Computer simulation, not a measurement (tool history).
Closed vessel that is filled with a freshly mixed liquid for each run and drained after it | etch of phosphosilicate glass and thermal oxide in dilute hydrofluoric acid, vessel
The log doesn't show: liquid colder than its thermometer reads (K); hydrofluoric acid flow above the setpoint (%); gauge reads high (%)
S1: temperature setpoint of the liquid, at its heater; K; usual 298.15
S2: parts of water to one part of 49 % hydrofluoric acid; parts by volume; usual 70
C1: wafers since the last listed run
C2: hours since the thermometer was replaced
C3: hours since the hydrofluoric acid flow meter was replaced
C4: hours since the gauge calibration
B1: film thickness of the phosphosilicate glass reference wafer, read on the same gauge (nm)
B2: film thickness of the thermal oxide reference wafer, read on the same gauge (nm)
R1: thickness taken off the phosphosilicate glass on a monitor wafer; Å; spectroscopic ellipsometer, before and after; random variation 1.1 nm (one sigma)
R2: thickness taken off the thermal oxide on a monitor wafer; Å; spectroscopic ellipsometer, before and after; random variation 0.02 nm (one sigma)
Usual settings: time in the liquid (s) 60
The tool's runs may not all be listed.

run 1 hour=0 | S1=298.15 S2=70 time_in_the_liquid_(s)=60 | C1=0 C2=450.9 C3=1789.2 C4=149.5 | B1=40.02 B2=49.969 | R1=1522.4 R2=41.12
-- hour=8.2 gauge calibrated
run 2 hour=9.7 | S1=298.15 S2=70 time_in_the_liquid_(s)=60 | C1=1336 C2=460.6 C3=1798.9 C4=1.5 | B1=39.98 B2=49.989 | R1=1537.8 R2=41.1
run 3 hour=17.5 | S1=298.15 S2=70 time_in_the_liquid_(s)=60 | C1=1074 C2=468.4 C3=1806.7 C4=9.3 | B1=39.97 B2=49.999 | R1=1511.8 R2=40.7
run 4 hour=35 | S1=298.15 S2=70 time_in_the_liquid_(s)=60 | C1=2410 C2=485.9 C3=1824.2 C4=26.8 | B1=40.02 B2=49.995 | R1=1551.9 R2=40.9
run 5 hour=47.4 | S1=298.15 S2=70 time_in_the_liquid_(s)=60 | C1=1708 C2=498.3 C3=1836.6 C4=39.2 | B1=40.04 B2=50.023 | R1=1530.5 R2=41.19
run 6 hour=63.4 | S1=298.15 S2=70 time_in_the_liquid_(s)=60 | C1=2203 C2=514.3 C3=1852.6 C4=55.2 | B1=40.02 B2=49.959 | R1=1506.5 R2=40.64
-- hour=79.2 thermometer replaced
run 7 hour=90.2 | S1=298.15 S2=70 time_in_the_liquid_(s)=60 | C1=3553 C2=11 C3=1879.4 C4=82 | B1=39.99 B2=49.971 | R1=1634 R2=44.21
run 8 hour=105.1 | S1=298.15 S2=70 time_in_the_liquid_(s)=60 | C1=2052 C2=25.9 C3=1894.3 C4=96.9 | B1=39.98 B2=49.964 | R1=1659 R2=43.71
-- hour=115 hydrofluoric acid flow meter replaced
run 9 hour=118 | S1=298.15 S2=50 time_in_the_liquid_(s)=60 | C1=1639 C2=38.8 C3=3 C4=109.8 | B1=39.97 B2=49.975 | R1=2357.1 R2=62.99
-- hour=131.3 gauge calibrated
run 10 hour=134.2 | S1=294.65 S2=70 time_in_the_liquid_(s)=60 | C1=2231 C2=55 C3=19.2 C4=2.9 | B1=39.97 B2=50.025 | R1=1404.6 R2=38.06
run 11 hour=140.4 | S1=301.65 S2=70 time_in_the_liquid_(s)=30 | C1=854 C2=61.2 C3=25.4 C4=9.1 | B1=39.97 B2=50.011 | R1=940.6 R2=25.27
run 12 hour=147.2 | S1=298.15 S2=70 time_in_the_liquid_(s)=75 | C1=936 C2=68 C3=32.2 C4=15.9 | B1=40 B2=49.974 | R1=2034.5 R2=54.42
run 13 hour=156.6 | S1=298.15 S2=70 time_in_the_liquid_(s)=60 | C1=1294 C2=77.4 C3=41.6 C4=25.3 | B1=40.04 B2=50.03 | R1=1632.7 R2=44.01
run 14 hour=174.3 | S1=298.15 S2=70 time_in_the_liquid_(s)=45 | C1=2438 C2=95.1 C3=59.3 C4=43 | B1=40.03 B2=49.985 | R1=1200.8 R2=32.57
run 15 hour=191.8 | S1=301.15 S2=50 time_in_the_liquid_(s)=35 | C1=2410 C2=112.6 C3=76.8 C4=60.5 | B1=40.01 B2=50.004 | R1=1546.9 R2=41.34
run 16 hour=201.8 | S1=298.15 S2=70 time_in_the_liquid_(s)=60 | C1=1377 C2=122.6 C3=86.8 C4=70.5 | B1=39.97 B2=49.972 | R1=1609.7 R2=43.54

The tool's hidden state at each run:
hydrofluoric acid flow above the setpoint (%): 0 in every run
gauge reads high (%): 0 in every run
H1: liquid colder than its thermometer reads (K)
run=1 H1=1.89
run=2 H1=1.93
run=3 H1=1.96
run=4 H1=2.03
run=5 H1=2.08
run=6 H1=2.15
run=7 H1=0.216
run=8 H1=0.276
run=9 H1=0.328
run=10 H1=0.394
run=11 H1=0.419
run=12 H1=0.447
run=13 H1=0.485
run=14 H1=0.557
run=15 H1=0.628
run=16 H1=0.668

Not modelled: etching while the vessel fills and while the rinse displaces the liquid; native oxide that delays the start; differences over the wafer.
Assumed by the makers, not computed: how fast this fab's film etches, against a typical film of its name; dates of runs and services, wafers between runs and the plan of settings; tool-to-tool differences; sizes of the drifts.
